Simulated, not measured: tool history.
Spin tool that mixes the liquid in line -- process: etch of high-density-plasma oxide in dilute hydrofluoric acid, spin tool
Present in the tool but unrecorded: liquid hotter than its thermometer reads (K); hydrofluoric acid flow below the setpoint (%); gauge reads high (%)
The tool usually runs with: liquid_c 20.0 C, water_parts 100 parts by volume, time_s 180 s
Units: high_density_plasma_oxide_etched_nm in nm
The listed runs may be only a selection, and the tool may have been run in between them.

run,hour,liquid_c,water_parts,time_s,wafers since the last listed run,hours since the thermometer was replaced,hours since the hydrofluoric acid flow meter was replaced,hours since the gauge calibration,"read-back film thickness of the high-density-plasma oxide reference wafer, read on the same gauge (nm)",high_density_plasma_oxide_etched_nm
1,0.0,23.0,85,180,0,1006.8,1229.1,534.3,30.03,10.17
# hour 6.4: thermometer replaced
2,15.0,20.0,120,155,110,8.6,1244.1,549.3,30.00,5.02
3,22.4,20.0,120,155,58,16.0,1251.5,556.7,29.98,5.02
# hour 67.2: hydrofluoric acid flow meter replaced
4,73.3,20.0,120,155,393,66.9,6.1,607.6,29.99,5.51
5,91.2,20.0,100,180,141,84.8,24.0,625.5,29.96,7.85
6,98.9,20.0,100,180,60,92.5,31.7,633.2,30.01,7.84
7,109.6,20.0,100,180,84,103.2,42.4,643.9,29.99,7.82
8,127.4,20.0,100,180,140,121.0,60.2,661.7,30.01,7.92
9,140.8,22.5,100,180,105,134.4,73.6,675.1,30.02,8.75
10,158.2,17.0,150,285,137,151.8,91.0,692.5,30.03,6.97
11,164.7,20.0,100,180,51,158.3,97.5,699.0,30.01,7.82
# hour 165.5: gauge calibrated
12,172.0,24.0,75,250,57,165.6,104.8,6.5,29.99,17.56
13,183.6,17.0,55,100,91,177.2,116.4,18.1,29.98,7.38
14,191.8,20.0,115,180,64,185.4,124.6,26.3,29.97,6.78
15,201.1,20.0,100,180,73,194.7,133.9,35.6,30.01,7.86
16,213.4,17.0,65,210,96,207.0,146.2,47.9,29.98,13.00
17,224.8,24.0,125,180,89,218.4,157.6,59.3,30.01,7.16
18,239.3,20.0,100,115,114,232.9,172.1,73.8,30.02,5.03
19,248.6,20.0,100,180,73,242.2,181.4,83.1,30.02,7.89
20,256.0,20.0,100,180,58,249.6,188.8,90.5,29.96,7.90
21,286.8,17.0,100,145,242,280.4,219.6,121.3,30.00,5.62
22,293.7,20.0,130,180,54,287.3,226.5,128.2,30.01,5.81
23,304.6,20.0,100,180,85,298.2,237.4,139.1,29.97,7.89
24,314.2,20.0,100,285,75,307.8,247.0,148.7,30.01,12.38
25,330.1,20.0,100,180,125,323.7,262.9,164.6,29.99,7.92
26,339.6,18.0,80,180,74,333.2,272.4,174.1,30.01,9.30
27,350.9,20.0,100,180,89,344.5,283.7,185.4,30.02,7.89
28,365.4,17.0,75,225,114,359.0,298.2,199.9,29.99,11.95
29,382.5,20.0,100,180,134,376.1,315.3,217.0,30.01,7.92
30,397.7,20.0,100,180,119,391.3,330.5,232.2,29.99,7.89
31,408.9,18.5,145,85,88,402.5,341.7,243.4,30.01,2.29
32,417.9,18.0,80,90,70,411.5,350.7,252.4,30.01,4.68
33,429.2,20.0,100,180,89,422.8,362.0,263.7,30.04,7.81

Forecast each of these 3 alternatives for the next run:
A,429.7,20.0,100,180,3,423.3,362.5,264.2,?,?
B,429.7,18.5,100,180,3,423.3,362.5,264.2,?,?
C,429.7,20.0,125,180,3,423.3,362.5,264.2,?,?

run,"read-back film thickness of the high-density-plasma oxide reference wafer, read on the same gauge (nm)",high_density_plasma_oxide_etched_nm
A,30.01,7.91
B,30.01,7.44
C,30.01,6.15
Had the tool no hidden state, the same runs would have come out as:
run,high_density_plasma_oxide_etched_nm
A,7.75
B,7.28
C,6.03

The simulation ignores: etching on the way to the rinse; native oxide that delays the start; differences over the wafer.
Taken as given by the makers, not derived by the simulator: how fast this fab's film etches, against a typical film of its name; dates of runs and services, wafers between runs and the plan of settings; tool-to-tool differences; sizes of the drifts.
